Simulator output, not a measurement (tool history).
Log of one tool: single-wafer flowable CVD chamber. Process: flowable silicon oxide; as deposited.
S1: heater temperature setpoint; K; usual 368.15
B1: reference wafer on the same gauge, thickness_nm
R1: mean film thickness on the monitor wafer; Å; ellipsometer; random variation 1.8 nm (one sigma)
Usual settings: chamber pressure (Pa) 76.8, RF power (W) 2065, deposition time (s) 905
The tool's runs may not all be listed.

{"run": 1, "hour": 0.0, "S1": 368.15, "chamber pressure (Pa)": 76.8, "RF power (W)": 2395, "deposition time (s)": 905, "B1": 448.967, "R1": 5148.05}
{"run": 2, "hour": 33.6, "S1": 368.15, "chamber pressure (Pa)": 76.8, "RF power (W)": 2395, "deposition time (s)": 905, "B1": 449.66, "R1": 5172.77}
{"run": 3, "hour": 57.1, "S1": 368.15, "chamber pressure (Pa)": 76.8, "RF power (W)": 2065, "deposition time (s)": 905, "B1": 448.455, "R1": 5078.53}
{"run": 4, "hour": 92.2, "S1": 375.15, "chamber pressure (Pa)": 76.8, "RF power (W)": 2335, "deposition time (s)": 905, "B1": 448.083, "R1": 4190.89}
{"run": 5, "hour": 106.1, "S1": 375.15, "chamber pressure (Pa)": 76.8, "RF power (W)": 2335, "deposition time (s)": 905, "B1": 449.183, "R1": 4181.73}
{"run": 6, "hour": 132.4, "S1": 375.15, "chamber pressure (Pa)": 76.8, "RF power (W)": 2335, "deposition time (s)": 905, "B1": 449.069, "R1": 4244.21}
{"run": 7, "hour": 171.5, "S1": 368.15, "chamber pressure (Pa)": 76.8, "RF power (W)": 2065, "deposition time (s)": 905, "B1": 449.596, "R1": 5131.96}
{"run": 8, "hour": 221.1, "S1": 382.15, "chamber pressure (Pa)": 61.9, "RF power (W)": 1700, "deposition time (s)": 905, "B1": 449.238, "R1": 2665.51}
{"run": 9, "hour": 255.3, "S1": 381.15, "chamber pressure (Pa)": 76.8, "RF power (W)": 2205, "deposition time (s)": 905, "B1": 448.132, "R1": 3515.1}
{"run": 10, "hour": 289.5, "S1": 368.15, "chamber pressure (Pa)": 76.8, "RF power (W)": 2065, "deposition time (s)": 905, "B1": 449.481, "R1": 4386.92}
{"run": 11, "hour": 313.8, "S1": 354.15, "chamber pressure (Pa)": 88.5, "RF power (W)": 1865, "deposition time (s)": 801, "B1": 449.664, "R1": 6572.59}
{"run": 12, "hour": 332.6, "S1": 368.15, "chamber pressure (Pa)": 76.8, "RF power (W)": 2330, "deposition time (s)": 905, "B1": 448.979, "R1": 4535.87}
{"run": 13, "hour": 356.9, "S1": 380.15, "chamber pressure (Pa)": 76.8, "RF power (W)": 2435, "deposition time (s)": 985, "B1": 449.334, "R1": 3469.05}
{"run": 14, "hour": 407.4, "S1": 354.15, "chamber pressure (Pa)": 58.3, "RF power (W)": 2455, "deposition time (s)": 1057, "B1": 448.714, "R1": 6040.15}
{"run": 15, "hour": 439.3, "S1": 368.15, "chamber pressure (Pa)": 76.8, "RF power (W)": 1840, "deposition time (s)": 905, "B1": 448.531, "R1": 4432.41}

Taken out of this log: 5 entries between the listed runs. Where each belongs, and how the hidden state differs across it:
Between runs 8 and 9: gauge calibrated (hour 247.9)
  wafer temperature above the value expected at the setpoint (K): -4.07 -> -4.08
  measured less the result without the state, R1: +298.86 -> +396.86 Å
Between runs 9 and 10: thermocouple changed; heater temperature recalibrated (hour 263.5); capacitance manometer re-zeroed and calibrated (hour 263.9)
  wafer temperature above the value expected at the setpoint (K): -4.08 -> 0.831
  measured less the result without the state, R1: +396.86 -> -107.40 Å
Between runs 11 and 12: showerhead replaced (hour 322.6); RF generator calibrated (hour 331.3)
  wafer temperature above the value expected at the setpoint (K): 0.719 -> 0.635
  measured less the result without the state, R1: -127.05 -> -84.63 Å
